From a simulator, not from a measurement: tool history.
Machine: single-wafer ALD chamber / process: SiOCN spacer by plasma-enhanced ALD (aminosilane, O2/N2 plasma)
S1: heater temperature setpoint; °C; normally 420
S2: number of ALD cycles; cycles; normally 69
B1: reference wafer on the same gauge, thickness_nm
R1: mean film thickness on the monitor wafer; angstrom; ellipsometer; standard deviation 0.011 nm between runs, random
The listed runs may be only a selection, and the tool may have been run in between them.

run,hour,S1,S2,B1,R1
1,0,420,75,4.04,46.2
2,63.4,420,75,4.041,46.42
3,99.4,420,75,4.042,46.24
4,147.4,420,65,4.04,40.14
5,218.6,420,65,4.041,40.23
6,270,420,69,4.04,42.64
7,335.9,420,69,4.041,42.62
8,378.3,420,69,4.041,42.48
9,448.1,420,69,4.039,42.58
10,473.7,420,69,4.039,42.63
11,503.1,408,69,4.039,44.46
12,571.8,410,58,4.04,37.11
# hour 618: gauge calibrated
13,625.3,405,78,4.039,50.74
14,693,420,69,4.039,42.63
# hour 708.6: thermocouple changed; heater temperature recalibrated
15,744.4,432,82,4.039,49.08
16,803.6,410,58,4.04,37.55
17,857.7,420,69,4.042,43.2
18,892.5,416,69,4.039,43.62
19,941.2,420,69,4.039,43.16
# hour 982.8: thermocouple changed; heater temperature recalibrated, repeated, since the last time left the tool worse
20,995.2,416,78,4.041,48.31
21,1059.6,426,62,4.041,37.24
22,1122.6,428,69,4.04,40.93
23,1194.5,420,69,4.039,42.24

Consider 4 possible next runs. They are alternatives, not a sequence: every one starts from the tool as it was left by run 23. What does each give?
A,1195,420,69,?,?
B,1195,430,69,?,?
C,1195,416,62,?,?
D,1195,411,80,?,?

run,B1,R1
A,4.041,42.27
B,4.041,40.73
C,4.041,38.53
D,4.041,50.61
What these runs would have given with no unlogged condition in the tool:
run,R1
A,42.14
B,40.61
C,38.42
D,50.46
